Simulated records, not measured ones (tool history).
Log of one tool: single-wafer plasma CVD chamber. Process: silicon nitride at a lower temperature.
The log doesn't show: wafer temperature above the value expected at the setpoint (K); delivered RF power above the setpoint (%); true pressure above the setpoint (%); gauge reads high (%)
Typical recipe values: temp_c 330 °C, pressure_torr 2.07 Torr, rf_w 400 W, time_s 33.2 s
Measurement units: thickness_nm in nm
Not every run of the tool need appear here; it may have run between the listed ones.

run    hour  temp_c  pressure_torr  rf_w  time_s  wafers since the last listed run  hours since the last thermocouple change  hours since the last RF generator calibration  hours since the last manometer calibration  hours since the showerhead was replaced  hours since the gauge calibration  read-back reference wafer on the same gauge, thickness_nm  thickness_nm
  1       0     330           1.77   400    33.2                                 0                                    1421.8                                          943.8                                        2055                                   6595.3                              676.2                                                     43.809        47.584
  2    46.9     330           2.07   400    33.2                               641                                    1468.7                                          990.7                                      2101.9                                   6642.2                              723.1                                                     43.762        49.286
  3      79     330           2.07   400    33.2                               438                                    1500.8                                         1022.8                                        2134                                   6674.3                              755.2                                                      43.59        49.667
  4   134.1     330           2.07   400    33.2                               753                                    1555.9                                         1077.9                                      2189.1                                   6729.4                              810.3                                                     43.595        49.733
  5   200.3     330           2.07   400    34.6                               904                                    1622.1                                         1144.1                                      2255.3                                   6795.6                              876.5                                                     43.569        51.272
      209.4  -- showerhead replaced
  6   255.4     330           2.07   400    34.6                               643                                    1677.2                                         1199.2                                      2310.4                                       46                              931.6                                                     43.723        51.684
  7   306.1     330           2.07   400    27.9                               693                                    1727.9                                         1249.9                                      2361.1                                     96.7                              982.3                                                     43.659        41.454
  8   361.3     317           2.42   445    37.1                               754                                    1783.1                                         1305.1                                      2416.3                                    151.9                             1037.5                                                     43.763        63.829
  9   401.4     330           2.45   480    33.2                               548                                    1823.2                                         1345.2                                      2456.4                                      192                             1077.6                                                     43.675        60.895
      420.5  -- RF generator calibrated
 10   460.9     343           2.07   400    33.2                               703                                    1882.7                                           40.4                                      2515.9                                    251.5                             1137.1                                                     43.804        48.589
      499.7  -- thermocouple changed; heater temperature recalibrated
 11   523.6     330           2.07   400    33.2                               747                                      23.9                                          103.1                                      2578.6                                    314.2                             1199.8                                                     43.701        49.431
 12   592.4     330           2.07   400    33.2                               940                                      92.7                                          171.9                                      2647.4                                      383                             1268.6                                                      43.71        49.847
 13   633.7     330           2.07   400    33.2                               564                                       134                                          213.2                                      2688.7                                    424.3                             1309.9                                                     43.706         49.11
 14   704.9     330           2.07   400    33.2                               973                                     205.2                                          284.4                                      2759.9                                    495.5                             1381.1                                                     43.603        49.272
 15   762.6     330           2.07   400    33.2                               788                                     262.9                                          342.1                                      2817.6                                    553.2                             1438.8                                                     43.712        49.217
      809.7  -- capacitance manometer re-zeroed and calibrated
 16   814.7     330           2.07   400      36                               602                                       315                                          394.2                                           5                                    605.3                             1490.9                                                     43.655        55.152
 17   873.1     330           2.07   450    28.1                               798                                     373.4                                          452.6                                        63.4                                    663.7                             1549.3                                                      43.59        48.033
 18   925.6     330           2.07   365    33.2                               717                                     425.9                                          505.1                                       115.9                                    716.2                             1601.8                                                     43.687        46.749
      944.3  -- gauge calibrated
 19   989.3     330           2.07   400    33.2                               870                                     489.6                                          568.8                                       179.6                                    779.9                                 45                                                     43.717        51.042
 20    1034     330           2.24   330    33.2                               611                                     534.3                                          613.5                                       224.3                                    824.6                               89.7                                                     43.622        42.247
 21  1085.8     330           2.07   400    33.2                               708                                     586.1                                          665.3                                       276.1                                    876.4                              141.5                                                     43.736        50.819
 22  1137.6     315           2.07   465      27                               708                                     637.9                                          717.1                                       327.9                                    928.2                              193.3                                                     43.596         47.44
 23  1189.3     330           2.53   330    27.1                               706                                     689.6                                          768.8                                       379.6                                    979.9                                245                                                     43.701        35.662
 24  1233.7     330           2.07   400    33.2                               606                                       734                                          813.2                                         424                                   1024.3                              289.4                                                     43.705        50.493
 25  1270.6     336           1.62   320    36.5                               504                                     770.9                                          850.1                                       460.9                                   1061.2                              326.3                                                     43.767         40.26
 26  1298.6     324           2.07   370    39.3                               382                                     798.9                                          878.1                                       488.9                                   1089.2                              354.3                                                     43.718         55.11
 27  1342.1     341            1.9   335    33.2                               594                                     842.4                                          921.6                                       532.4                                   1132.7                              397.8                                                     43.765        40.513
 28  1386.6     330           2.07   355    36.7                               608                                     886.9                                          966.1                                       576.9                                   1177.2                              442.3                                                     43.744         49.29
 29    1454     341            1.9   335    33.2                               921                                     954.3                                         1033.5                                       644.3                                   1244.6                              509.7                                                     43.659        40.504

Below are 3 alternative next runs, each starting from the tool's condition after run 29. Predict each:
  A  1454.4     330           2.07   400    33.2                                 5                                     954.7                                         1033.9                                       644.7                                     1245                              510.1                                                          ?             ?
  B  1454.4     330           2.07   400    36.2                                 5                                     954.7                                         1033.9                                       644.7                                     1245                              510.1                                                          ?             ?
  C  1454.4     330           1.67   400    38.2                                 5                                     954.7                                         1033.9                                       644.7                                     1245                              510.1                                                          ?             ?

run  read-back reference wafer on the same gauge, thickness_nm  thickness_nm
  A                                                     43.611          50.6
  B                                                     43.611        55.162
  C                                                     43.611        54.296
With the hidden condition removed and each run's random variation left untouched, the same runs would have given:
run  thickness_nm
  A        51.074
  B        55.678
  C         54.85
